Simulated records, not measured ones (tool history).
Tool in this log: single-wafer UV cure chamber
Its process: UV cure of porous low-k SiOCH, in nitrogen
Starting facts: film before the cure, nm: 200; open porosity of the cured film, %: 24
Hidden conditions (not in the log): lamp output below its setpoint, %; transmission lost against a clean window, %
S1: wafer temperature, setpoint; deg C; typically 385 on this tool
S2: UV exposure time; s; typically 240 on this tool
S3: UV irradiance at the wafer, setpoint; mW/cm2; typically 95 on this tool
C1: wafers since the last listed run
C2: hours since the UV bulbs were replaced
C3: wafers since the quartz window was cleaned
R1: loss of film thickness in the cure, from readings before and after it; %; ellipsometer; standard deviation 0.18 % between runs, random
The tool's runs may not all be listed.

run 1 hour=0.0 | S1=385 S2=240 S3=78 | C1=0 C2=1328.0 C3=2219 | R1=10.829
-- hour=18.9 quartz window cleaned
run 2 hour=19.4 | S1=385 S2=240 S3=78 | C1=88 C2=1347.4 C3=4 | R1=11.014
run 3 hour=39.2 | S1=385 S2=240 S3=127 | C1=154 C2=1367.2 C3=158 | R1=13.145
run 4 hour=68.5 | S1=385 S2=240 S3=95 | C1=228 C2=1396.5 C3=386 | R1=11.838
run 5 hour=81.8 | S1=385 S2=240 S3=95 | C1=103 C2=1409.8 C3=489 | R1=11.241
run 6 hour=102.3 | S1=385 S2=240 S3=95 | C1=159 C2=1430.3 C3=649 | R1=11.735
run 7 hour=126.2 | S1=385 S2=170 S3=95 | C1=186 C2=1454.2 C3=835 | R1=10.135
run 8 hour=143.2 | S1=379 S2=240 S3=95 | C1=132 C2=1471.2 C3=967 | R1=11.300
run 9 hour=163.5 | S1=379 S2=240 S3=95 | C1=157 C2=1491.5 C3=1125 | R1=11.815
run 10 hour=190.2 | S1=379 S2=240 S3=95 | C1=207 C2=1518.2 C3=1333 | R1=11.339
run 11 hour=206.9 | S1=385 S2=240 S3=95 | C1=129 C2=1534.9 C3=1463 | R1=11.154
run 12 hour=220.3 | S1=385 S2=240 S3=95 | C1=104 C2=1548.3 C3=1567 | R1=11.421
run 13 hour=255.8 | S1=385 S2=240 S3=95 | C1=276 C2=1583.8 C3=1843 | R1=11.333
run 14 hour=280.3 | S1=385 S2=240 S3=95 | C1=190 C2=1608.3 C3=2034 | R1=11.530
run 15 hour=307.9 | S1=385 S2=315 S3=95 | C1=214 C2=1635.9 C3=2249 | R1=12.977
run 16 hour=322.6 | S1=399 S2=240 S3=95 | C1=114 C2=1650.6 C3=2363 | R1=11.929
run 17 hour=344.8 | S1=385 S2=240 S3=95 | C1=172 C2=1672.8 C3=2536 | R1=11.296
run 18 hour=370.3 | S1=385 S2=240 S3=95 | C1=198 C2=1698.3 C3=2735 | R1=11.105
-- hour=396.5 quartz window cleaned
run 19 hour=396.9 | S1=385 S2=240 S3=95 | C1=144 C2=1724.9 C3=2 | R1=10.920
run 20 hour=410.9 | S1=399 S2=240 S3=72 | C1=108 C2=1738.9 C3=111 | R1=10.101
-- hour=443.2 UV bulbs replaced
run 21 hour=443.7 | S1=399 S2=240 S3=72 | C1=193 C2=0.5 C3=304 | R1=11.488
run 22 hour=462.1 | S1=385 S2=305 S3=77 | C1=143 C2=18.9 C3=448 | R1=12.431
run 23 hour=492.3 | S1=385 S2=240 S3=95 | C1=235 C2=49.1 C3=683 | R1=12.718
run 24 hour=519.9 | S1=379 S2=240 S3=112 | C1=214 C2=76.7 C3=897 | R1=13.330
run 25 hour=546.8 | S1=379 S2=240 S3=95 | C1=209 C2=103.6 C3=1107 | R1=12.322
run 26 hour=571.6 | S1=403 S2=240 S3=95 | C1=193 C2=128.4 C3=1300 | R1=12.640
run 27 hour=601.7 | S1=395 S2=240 S3=116 | C1=234 C2=158.5 C3=1534 | R1=13.656
run 28 hour=624.7 | S1=385 S2=240 S3=95 | C1=178 C2=181.5 C3=1713 | R1=12.458
run 29 hour=636.9 | S1=385 S2=240 S3=95 | C1=94 C2=193.7 C3=1808 | R1=12.752
run 30 hour=652.5 | S1=385 S2=240 S3=95 | C1=121 C2=209.3 C3=1929 | R1=12.578
run 31 hour=665.1 | S1=368 S2=280 S3=62 | C1=98 C2=221.9 C3=2027 | R1=10.953
run 32 hour=680.1 | S1=385 S2=315 S3=95 | C1=116 C2=236.9 C3=2144 | R1=13.819
run 33 hour=711.7 | S1=367 S2=285 S3=95 | C1=245 C2=268.5 C3=2390 | R1=13.085
run 34 hour=726.3 | S1=385 S2=130 S3=122 | C1=113 C2=283.1 C3=2504 | R1=10.939
run 35 hour=742.8 | S1=385 S2=115 S3=95 | C1=128 C2=299.6 C3=2632 | R1=9.099
run 36 hour=761.9 | S1=385 S2=240 S3=69 | C1=148 C2=318.7 C3=2781 | R1=11.095
-- hour=786.4 quartz window cleaned
run 37 hour=786.9 | S1=398 S2=100 S3=123 | C1=132 C2=343.7 C3=3 | R1=9.933
run 38 hour=806.0 | S1=385 S2=240 S3=95 | C1=148 C2=362.8 C3=152 | R1=12.299
run 39 hour=831.6 | S1=385 S2=240 S3=71 | C1=199 C2=388.4 C3=351 | R1=11.166
run 40 hour=910.0 | S1=385 S2=240 S3=95 | C1=610 C2=466.8 C3=961 | R1=12.314
run 41 hour=939.5 | S1=385 S2=240 S3=95 | C1=229 C2=496.3 C3=1191 | R1=12.397
run 42 hour=959.3 | S1=385 S2=150 S3=95 | C1=154 C2=516.1 C3=1345 | R1=10.267
run 43 hour=982.1 | S1=385 S2=240 S3=133 | C1=177 C2=538.9 C3=1522 | R1=13.669
run 44 hour=1003.3 | S1=385 S2=135 S3=95 | C1=164 C2=560.1 C3=1687 | R1=9.618
run 45 hour=1035.3 | S1=374 S2=320 S3=95 | C1=249 C2=592.1 C3=1936 | R1=13.820

Hidden state at the last listed run before each entry between runs and at the first one after, where it differs:
Between runs 1 and 2: quartz window cleaned (hour 18.9)
  lamp output below its setpoint, %: 15.8 -> 16.2
  measured result minus the result with no hidden state, R1: -0.780 -> -0.819 %
Between runs 18 and 19: quartz window cleaned (hour 396.5)
  lamp output below its setpoint, %: 25.2 -> 25.9
  measured result minus the result with no hidden state, R1: -1.326 -> -1.355 %
Between runs 20 and 21: UV bulbs replaced (hour 443.2)
  lamp output below its setpoint, %: 26.3 -> 1.17
  measured result minus the result with no hidden state, R1: -1.371 -> -0.055 %
Between runs 36 and 37: quartz window cleaned (hour 786.4)
  lamp output below its setpoint, %: 2.02 -> 2.16
  measured result minus the result with no hidden state, R1: -0.093 -> -0.097 %
